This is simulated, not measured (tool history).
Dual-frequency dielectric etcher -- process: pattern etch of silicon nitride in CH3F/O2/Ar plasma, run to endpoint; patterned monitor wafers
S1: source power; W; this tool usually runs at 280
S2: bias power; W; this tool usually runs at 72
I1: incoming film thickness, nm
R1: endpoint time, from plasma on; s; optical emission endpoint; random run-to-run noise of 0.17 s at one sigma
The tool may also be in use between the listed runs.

Run 1, hour 0: usual settings; I1 34.74. Result: R1 56.1 s.
Run 2, hour 8.7: usual settings but S1 320 W; I1 34.58. Result: R1 53.8 s.
Run 3, hour 15.7: usual settings but S1 320 W; I1 34.91. Result: R1 54.4 s.
Run 4, hour 26: usual settings; I1 34.81. Result: R1 56.3 s.
Run 5, hour 33.9: usual settings; I1 34.7. Result: R1 56 s.
Run 6, hour 45.5: usual settings but S1 260 W, S2 86 W; I1 34.52. Result: R1 53.7 s.
Run 7, hour 53.7: usual settings but S1 260 W, S2 86 W; I1 34.74. Result: R1 54.3 s.
Run 8, hour 63.4: usual settings but S1 260 W, S2 86 W; I1 34.8. Result: R1 54.4 s.
Run 9, hour 76.1: usual settings; I1 34.77. Result: R1 55.9 s.
Run 10, hour 98.8: usual settings; I1 34.73. Result: R1 55.5 s.
Run 11, hour 109.2: usual settings; I1 34.52. Result: R1 55.3 s.
At hour 141.4: upper electrode replaced.
Run 12, hour 141.9: usual settings; I1 34.98. Result: R1 55.8 s.
Run 13, hour 142.2: usual settings; I1 34.84. Result: R1 55.7 s.
Run 14, hour 142.6: usual settings but S2 61 W; I1 34.31. Result: R1 57.1 s.
At hour 180.5: wet clean of the chamber.
Run 15, hour 181: usual settings; I1 34.49. Result: R1 56.6 s.
Run 16, hour 181.3: usual settings; I1 34.98. Result: R1 57.4 s.
Run 17, hour 190.3: usual settings; I1 34.65. Result: R1 56.8 s.
Run 18, hour 200.2: usual settings but S1 340 W, S2 81 W; I1 34.59. Result: R1 52.4 s.
At hour 207.2: bias power generator calibrated.
Run 19, hour 216.4: usual settings; I1 34.98. Result: R1 57.7 s.
Run 20, hour 225.8: usual settings but S1 340 W, S2 81 W; I1 34.51. Result: R1 52.5 s.
Run 21, hour 240.4: usual settings; I1 34.93. Result: R1 57.2 s.
Run 22, hour 248.2: usual settings but S1 250 W, S2 81 W; I1 34.9. Result: R1 57.5 s.
Run 23, hour 256.7: usual settings but S1 310 W, S2 80 W; I1 34.95. Result: R1 54.1 s.
At hour 261.8: source power generator calibrated.
Run 24, hour 271.5: usual settings but S1 330 W, S2 86 W; I1 34.75. Result: R1 52.5 s.
Run 25, hour 280.1: usual settings but S1 350 W; I1 34.76. Result: R1 53.6 s.
Run 26, hour 296.4: usual settings but S1 330 W, S2 85 W; I1 34.37. Result: R1 51.5 s.
Run 27, hour 304.5: usual settings but S1 220 W, S2 59 W; I1 34.38. Result: R1 62.3 s.
Run 28, hour 318.4: usual settings but S1 240 W; I1 34.55. Result: R1 58.6 s.
Run 29, hour 333.2: usual settings but S2 86 W; I1 34.35. Result: R1 53.4 s.
Run 30, hour 344.9: usual settings but S1 220 W, S2 66 W; I1 34.86. Result: R1 61.7 s.
Run 31, hour 353: usual settings; I1 34.52. Result: R1 56 s.
Run 32, hour 365.4: usual settings but S1 300 W, S2 67 W; I1 34.73. Result: R1 56.6 s.
Run 33, hour 377.7: usual settings; I1 34.87. Result: R1 56.6 s.
Run 34, hour 385.7: usual settings but S1 310 W, S2 89 W; I1 34.76. Result: R1 52.2 s.

Forecast each of these 4 alternatives for the next run:
Run A, hour 386.1: usual settings; I1 34.61. Result: R1 ?.
Run B, hour 386.1: usual settings but S2 80 W; I1 34.61. Result: R1 ?.
Run C, hour 386.1: usual settings but S1 250 W, S2 66 W; I1 34.61. Result: R1 ?.
Run D, hour 386.1: usual settings but S1 350 W, S2 59 W; I1 34.61. Result: R1 ?.

run    R1
  A  56.2
  B  54.7
  C  59.1
  D  55.6
With no hidden state in the tool, these same runs would have given:
run    R1
  A    57
  B  55.5
  C  59.9
  D  56.4

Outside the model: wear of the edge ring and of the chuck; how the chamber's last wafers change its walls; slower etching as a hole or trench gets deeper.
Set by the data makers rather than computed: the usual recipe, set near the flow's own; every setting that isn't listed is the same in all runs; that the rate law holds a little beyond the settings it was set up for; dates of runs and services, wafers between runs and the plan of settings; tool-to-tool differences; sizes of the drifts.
